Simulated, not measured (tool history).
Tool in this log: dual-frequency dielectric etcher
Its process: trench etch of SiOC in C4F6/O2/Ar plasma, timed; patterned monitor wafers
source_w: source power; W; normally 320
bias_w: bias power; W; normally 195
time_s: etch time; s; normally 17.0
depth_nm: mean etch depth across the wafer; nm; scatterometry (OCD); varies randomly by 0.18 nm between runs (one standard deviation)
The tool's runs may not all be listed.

run,hour,source_w,bias_w,time_s,wafers since the last listed run,hours since the last wet clean,hours since the last source power generator calibration,hours since the last bias power generator calibration,hours since the last upper electrode change,hours since the gauge calibration,"read-back reference wafer on the same gauge, depth_nm",depth_nm
1,0.0,320,179,17.0,0,534.4,111.1,0.5,134.7,80.0,25.20,28.51
2,33.7,320,179,17.0,300,568.1,144.8,34.2,168.4,113.7,25.19,28.56
# hour 90.0: wet clean of the chamber
3,90.5,320,195,17.0,292,0.5,201.6,91.0,225.2,170.5,25.17,28.00
4,155.4,320,195,17.0,578,65.4,266.5,155.9,290.1,235.4,25.18,28.30
5,223.8,320,195,17.0,609,133.8,334.9,224.3,358.5,303.8,25.18,28.05
6,263.6,320,195,17.0,354,173.6,374.7,264.1,398.3,343.6,25.22,28.29
7,350.7,290,195,15.5,776,260.7,461.8,351.2,485.4,430.7,25.22,25.50
8,458.2,320,195,17.0,957,368.2,569.3,458.7,592.9,538.2,25.21,28.64
9,556.9,320,182,15.5,879,466.9,668.0,557.4,691.6,636.9,25.15,25.95
10,622.6,390,195,17.0,585,532.6,733.7,623.1,757.3,702.6,25.23,30.61
# hour 649.7: wet clean of the chamber
11,724.8,320,237,17.0,696,75.1,835.9,725.3,859.5,804.8,25.16,29.42
12,777.6,290,214,20.0,470,127.9,888.7,778.1,912.3,857.6,25.18,32.85
13,828.2,320,195,17.0,450,178.5,939.3,828.7,962.9,908.2,25.19,28.28
14,894.1,320,231,17.0,587,244.4,1005.2,894.6,1028.8,974.1,25.19,29.40
15,951.5,260,159,17.0,511,301.8,1062.6,952.0,1086.2,1031.5,25.19,25.34
16,1067.9,320,195,17.0,1037,418.2,1179.0,1068.4,1202.6,1147.9,25.18,28.78
17,1110.8,280,180,19.5,382,461.1,1221.9,1111.3,1245.5,1190.8,25.19,31.17
18,1216.5,320,241,18.5,941,566.8,1327.6,1217.0,1351.2,1296.5,25.21,33.02
19,1284.3,280,240,17.0,604,634.6,1395.4,1284.8,1419.0,1364.3,25.15,29.37
# hour 1372.6: wet clean of the chamber
20,1386.3,350,195,21.0,694,13.7,1497.4,1386.8,1521.0,1466.3,25.26,35.36
21,1429.7,290,214,19.0,386,57.1,1540.8,1430.2,1564.4,1509.7,25.17,31.20
22,1486.1,390,225,17.0,502,113.5,1597.2,1486.6,1620.8,1566.1,25.22,30.81
23,1559.6,320,195,14.0,654,187.0,1670.7,1560.1,1694.3,1639.6,25.18,23.14
24,1665.8,320,195,22.0,946,293.2,1776.9,1666.3,1800.5,1745.8,25.15,36.53
25,1753.8,320,234,18.5,784,381.2,1864.9,1754.3,1888.5,1833.8,25.22,32.71
26,1812.3,320,215,17.0,521,439.7,1923.4,1812.8,1947.0,1892.3,25.19,29.51
# hour 1824.6: bias power generator calibrated
27,1899.5,300,239,12.5,741,526.9,2010.6,74.9,2034.2,1979.5,25.20,21.93
28,1968.2,320,195,17.0,612,595.6,2079.3,143.6,2102.9,2048.2,25.18,28.98
29,2039.0,320,195,20.0,630,666.4,2150.1,214.4,2173.7,2119.0,25.21,34.09
# hour 2081.6: wet clean of the chamber
30,2128.4,320,195,17.0,582,46.8,2239.5,303.8,2263.1,2208.4,25.21,28.06

Selected run-to-run steps in depth_nm, each split into two signed amounts: the part the tool would show with no hidden state at all (from settings, incoming material and random variation), and the remainder, which goes to the hidden state together with any gauge scatter not common to the measured and the hidden-state-free results:
Hidden state present: etch rate over this chamber's usual, %; source power that arrives over what is set, %; bias power that arrives over what is set, %; gauge reads high (%).
Run 2 -> 3: bias_w 179 -> 195, wet clean of the chamber. depth_nm -0.56 nm: hidden state -1.08, all else +0.52.
Run 10 -> 11: source_w 390 -> 320, bias_w 195 -> 237, wet clean of the chamber. depth_nm -1.19 nm: hidden state -1.02, all else -0.17.
Run 22 -> 23: source_w 390 -> 320, bias_w 225 -> 195, time_s 17.0 -> 14.0. depth_nm -7.67 nm: hidden state +0.05, all else -7.72.
Run 23 -> 24: time_s 14.0 -> 22.0. depth_nm +13.39 nm: hidden state +0.38, all else +13.01.
Run 26 -> 27: source_w 320 -> 300, bias_w 215 -> 239, time_s 17.0 -> 12.5, bias power generator calibrated. depth_nm -7.58 nm: hidden state -0.08, all else -7.50.
Run 29 -> 30: time_s 20.0 -> 17.0, wet clean of the chamber. depth_nm -6.03 nm: hidden state -1.15, all else -4.88.
